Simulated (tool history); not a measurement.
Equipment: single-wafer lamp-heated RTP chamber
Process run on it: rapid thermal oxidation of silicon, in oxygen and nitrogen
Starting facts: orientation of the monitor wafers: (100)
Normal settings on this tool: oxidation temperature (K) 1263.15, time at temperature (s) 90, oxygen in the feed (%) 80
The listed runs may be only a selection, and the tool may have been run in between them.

run    hour  oxidation temperature (K)  time at temperature (s)  oxygen in the feed (%)  read-back reference wafer on the same gauge, thickness  oxide thickness on the monitor wafer (Å)
  1       0                    1263.15                       68                      80                                                   6.411                                      49.6
      217.5  -- pyrometer window cleaned and pyrometer calibrated
  2   220.1                    1263.15                       90                      80                                                   6.401                                     56.14
  3   317.4                    1263.15                       90                      80                                                   6.394                                     55.85
  4   388.4                    1263.15                       90                      80                                                   6.386                                     55.92
  5   464.1                    1263.15                       90                      80                                                   6.404                                     55.77
  6   539.6                    1263.15                       90                      96                                                   6.396                                     59.67
  7   627.7                    1287.15                       90                      80                                                   6.398                                     66.73
  8   729.3                    1241.15                       90                      80                                                   6.395                                     48.35
  9   811.2                    1263.15                       90                      80                                                   6.393                                     56.68
      865.7  -- pyrometer window cleaned and pyrometer calibrated
 10   913.9                    1263.15                       90                      80                                                    6.41                                     55.47
 11   995.8                    1251.15                      121                      80                                                   6.383                                     58.38
 12  1048.4                    1263.15                       90                      80                                                   6.397                                     55.47
     1067.3  -- gauge calibrated
 13  1085.2                    1263.15                       90                      80                                                     6.4                                     55.64
 14  1186.2                    1263.15                       90                      80                                                   6.408                                     56.17
 15  1290.2                    1278.15                       62                      80                                                   6.397                                     53.23
 16  1394.3                    1263.15                       90                      98                                                   6.396                                     61.22
 17  1460.9                    1288.15                       60                      80                                                   6.401                                     57.43
     1496.6  -- pyrometer window cleaned and pyrometer calibrated
 18  1538.6                    1246.15                      125                      54                                                   6.405                                     50.07
 19  1622.6                    1263.15                       90                      80                                                   6.398                                     55.75
 20  1717.9                    1292.15                      131                      63                                                   6.392                                      75.4
 21  1804.8                    1263.15                      107                      80                                                   6.402                                     60.33

Run 22 comes next. What will it give?
 22  1844.2                    1263.15                       90                      80                                                       ?                                         ?

read-back reference wafer on the same gauge, thickness: 6.409
oxide thickness on the monitor wafer (Å): 55.88
Minus the tool's unlogged condition, the same run would have read oxide thickness on the monitor wafer (Å) 55.4.
